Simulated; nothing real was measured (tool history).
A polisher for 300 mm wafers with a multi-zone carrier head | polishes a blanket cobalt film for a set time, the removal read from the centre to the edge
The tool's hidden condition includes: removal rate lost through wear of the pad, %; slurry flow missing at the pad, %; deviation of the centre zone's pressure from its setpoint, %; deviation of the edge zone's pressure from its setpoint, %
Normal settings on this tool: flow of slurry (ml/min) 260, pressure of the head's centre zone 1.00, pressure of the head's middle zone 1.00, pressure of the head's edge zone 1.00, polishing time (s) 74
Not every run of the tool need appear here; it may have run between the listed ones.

run	hour	flow of slurry (ml/min)	pressure of the head's centre zone	pressure of the head's middle zone	pressure of the head's edge zone	polishing time (s)	wafers since the last listed run	wafers polished on this pad	hours since the slurry nozzle was cleaned	hours since the centre zone pressure was calibrated	hours since the edge zone pressure was calibrated	hours since the carrier head's membrane was replaced	incoming thickness of the incoming film, nm	film removed at the wafer's centre (Å)	film removed at mid-radius (Å)	film removed at the wafer's edge (Å)
1	0.0	260	0.95	1.00	1.00	74	0	409	92.8	183.3	636.0	655.4	1536.1	3663	4087	3969
2	25.3	260	0.95	1.00	1.00	74	343	753	118.1	208.6	661.3	680.7	1557.1	3691	4035	3979
3	49.2	260	1.00	1.00	1.07	74	324	1078	142.0	232.5	685.2	704.6	1545.7	3915	4144	4137
4	75.7	260	1.00	1.00	1.07	74	360	1438	168.5	259.0	711.7	731.1	1544.4	3853	4057	4076
# hour 89.5: worn pad replaced by a new one
5	128.9	260	1.00	1.00	1.00	74	668	536	221.7	312.2	764.9	784.3	1538.1	3799	4034	3962
6	149.7	260	1.00	1.00	1.00	74	282	818	242.5	333.0	785.7	805.1	1565.7	3819	4060	3988
7	174.5	260	1.00	1.00	1.00	74	337	1155	267.3	357.8	810.5	829.9	1546.2	3867	4025	3994
# hour 188.3: centre zone pressure recalibrated
8	189.3	280	1.00	1.00	1.00	74	173	1329	282.1	1.0	825.3	844.7	1565.3	3833	3976	4057
# hour 213.0: edge zone pressure recalibrated
# hour 217.2: worn pad replaced by a new one
9	222.0	280	1.00	1.00	1.00	74	362	64	314.8	33.7	9.0	877.4	1506.2	3812	4061	4004
10	243.1	280	1.00	1.00	1.00	74	286	351	335.9	54.8	30.1	898.5	1543.5	3838	3992	3937
# hour 253.5: carrier head's membrane replaced by a new one
11	260.1	260	1.00	1.08	1.00	74	163	514	352.9	71.8	47.1	6.6	1524.3	3797	4289	3961
12	286.9	260	1.00	1.00	1.00	74	364	878	379.7	98.6	73.9	33.4	1527.0	3784	4032	3957
13	315.0	325	0.93	0.90	1.00	100	381	1260	407.8	126.7	102.0	61.5	1519.1	4940	5137	5435
# hour 321.4: worn pad replaced by a new one
14	344.2	260	1.12	0.90	1.07	57	342	309	437.0	155.9	131.2	90.7	1522.5	3193	2899	3107
15	372.2	260	1.06	1.08	1.00	74	380	689	465.0	183.9	159.2	118.7	1538.9	3977	4243	3990
16	387.5	185	1.00	1.00	1.07	74	207	897	480.3	199.2	174.5	134.0	1548.8	3599	3871	3929
17	417.0	280	1.00	1.00	1.00	74	400	1298	509.8	228.7	204.0	163.5	1527.7	3775	4003	3969
# hour 418.2: slurry nozzle cleaned
# hour 422.5: worn pad replaced by a new one, of another model than before
18	431.2	260	0.88	1.00	1.06	74	125	117	13.0	242.9	218.2	177.7	1543.7	3471	4132	4132
19	444.9	290	1.00	0.89	1.00	74	186	304	26.7	256.6	231.9	191.4	1552.3	3919	3760	3989
20	476.8	260	1.00	1.00	1.00	74	433	737	58.6	288.5	263.8	223.3	1540.5	3911	4128	4005
# hour 519.7: worn pad replaced by a new one
# hour 541.9: centre zone pressure recalibrated
21	546.7	260	1.06	0.97	1.00	74	868	340	128.5	4.8	333.7	293.2	1532.7	4070	3989	4012
22	570.7	300	0.91	0.89	1.06	74	326	666	152.5	28.8	357.7	317.2	1532.9	3592	3672	4167

Consider 3 possible next runs. They are alternatives, not a sequence: every one starts from the tool as it was left by run 22. What does each give?
A	571.1	260	1.07	1.00	1.00	74	5	671	152.9	29.2	358.1	317.6	1539.1	?	?	?
B	571.1	260	1.00	1.00	1.00	61	5	671	152.9	29.2	358.1	317.6	1539.1	?	?	?
C	571.1	260	1.10	1.00	1.11	84	5	671	152.9	29.2	358.1	317.6	1539.1	?	?	?

run	film removed at the wafer's centre (Å)	film removed at mid-radius (Å)	film removed at the wafer's edge (Å)
A	4083	4076	4009
B	3170	3361	3305
C	4751	4625	4792
Take away the tool's hidden state, keep each run's random variation, and the runs would have read:
run	film removed at the wafer's centre (Å)	film removed at mid-radius (Å)	film removed at the wafer's edge (Å)
A	4112	4102	4028
B	3192	3382	3321
C	4784	4655	4815

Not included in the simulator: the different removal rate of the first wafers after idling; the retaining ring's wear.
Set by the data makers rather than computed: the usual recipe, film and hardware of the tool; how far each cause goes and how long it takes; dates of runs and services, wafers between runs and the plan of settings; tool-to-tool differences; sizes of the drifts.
